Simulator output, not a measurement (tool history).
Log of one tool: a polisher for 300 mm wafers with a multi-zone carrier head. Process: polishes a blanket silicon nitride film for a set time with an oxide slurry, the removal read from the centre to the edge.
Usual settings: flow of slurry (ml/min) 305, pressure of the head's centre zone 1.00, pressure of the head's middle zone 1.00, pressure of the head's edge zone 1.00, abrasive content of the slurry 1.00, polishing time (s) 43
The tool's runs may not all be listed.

run,day,flow of slurry (ml/min),pressure of the head's centre zone,pressure of the head's middle zone,pressure of the head's edge zone,abrasive content of the slurry,polishing time (s),wafers since the last listed run,wafers polished on this pad,hours since the slurry nozzle was cleaned,hours since the centre zone pressure was calibrated,hours since the edge zone pressure was calibrated,hours since the carrier head's membrane was replaced,"incoming thickness of the incoming film, nm",film removed at the wafer's centre (Å),film removed at mid-radius (Å),film removed at the wafer's edge (Å)
1,0.000,305,1.00,1.00,1.00,1.00,34,0,835,208.4,68.3,742.0,976.7,505.2,151,152,153
2,1.308,305,1.00,1.00,1.00,1.00,43,250,1085,239.8,99.7,773.4,1008.1,512.8,188,190,184
3,2.371,305,1.00,1.00,1.00,1.15,43,203,1288,265.3,125.2,798.9,1033.6,500.6,201,201,195
4,3.596,410,1.00,1.00,1.00,1.00,43,234,1523,294.7,154.6,828.3,1063.0,515.5,184,188,185
5,4.371,305,1.00,1.00,0.96,1.00,43,148,1671,313.3,173.2,846.9,1081.6,520.1,180,182,173
6,5.688,340,1.00,1.00,1.00,0.90,43,252,1923,344.9,204.8,878.5,1113.2,513.2,169,170,162
# day 6.321: edge zone pressure recalibrated
# day 6.367: carrier head's membrane replaced by a new one
# day 6.633: worn pad replaced by a new one
7,6.804,305,1.00,1.00,1.00,1.00,57,157,33,371.7,231.6,11.6,10.5,505.9,272,273,271
8,9.650,305,1.00,1.00,0.96,0.75,43,544,577,440.0,299.9,79.9,78.8,508.8,170,167,160
9,10.171,220,1.00,1.05,1.00,1.00,43,99,677,452.5,312.4,92.4,91.3,512.9,192,200,188
10,11.383,275,1.00,1.00,1.00,1.00,43,232,909,481.6,341.5,121.5,120.4,509.6,193,193,190
11,12.533,305,1.00,1.00,1.00,1.00,43,220,1129,509.2,369.1,149.1,148.0,504.0,192,194,185
12,13.196,305,1.00,1.00,1.00,1.00,43,126,1256,525.1,385.0,165.0,163.9,505.2,190,192,187
# day 14.217: slurry nozzle cleaned
13,14.304,305,1.00,0.94,1.00,1.00,39,204,1460,2.1,411.6,191.6,190.5,500.3,171,160,167
14,15.325,305,0.91,1.00,1.12,0.80,47,195,1656,26.6,436.1,216.1,215.0,512.5,166,177,187
15,16.167,305,0.94,1.10,1.00,1.00,43,161,1817,46.8,456.3,236.3,235.2,521.5,173,197,179
# day 17.712: worn pad replaced by a new one
16,17.733,305,1.00,1.00,1.00,1.00,43,268,3,84.4,493.9,273.9,272.8,500.5,210,212,213
17,18.254,305,0.91,1.09,1.00,0.70,43,99,103,96.9,506.4,286.4,285.3,512.4,153,180,163
18,19.262,275,1.00,0.90,1.00,1.00,43,193,296,121.1,530.6,310.6,309.5,505.9,207,186,204
19,20.642,210,1.00,0.94,1.04,1.20,43,264,560,154.2,563.7,343.7,342.6,511.6,211,204,218
20,21.496,305,1.00,1.00,1.08,0.75,43,163,723,174.7,584.2,364.2,363.1,511.9,171,170,172
21,22.142,305,1.00,1.00,0.95,1.00,43,123,847,190.2,599.7,379.7,378.6,514.1,196,200,192
22,23.471,305,1.06,0.94,1.04,1.00,33,254,1102,222.1,631.6,411.6,410.5,516.9,155,143,150

The next listed run, before its measurement:
# day 27.292: worn pad replaced by a new one
23,27.833,305,1.10,1.04,1.00,0.85,43,803,103,326.8,736.3,516.3,515.2,515.0,?,?,?

film removed at the wafer's centre (Å): 206
film removed at mid-radius (Å): 196
film removed at the wafer's edge (Å): 184
Without the tool's hidden state the same run would have given film removed at the wafer's centre (Å) 211, film removed at mid-radius (Å) 201, film removed at the wafer's edge (Å) 188.

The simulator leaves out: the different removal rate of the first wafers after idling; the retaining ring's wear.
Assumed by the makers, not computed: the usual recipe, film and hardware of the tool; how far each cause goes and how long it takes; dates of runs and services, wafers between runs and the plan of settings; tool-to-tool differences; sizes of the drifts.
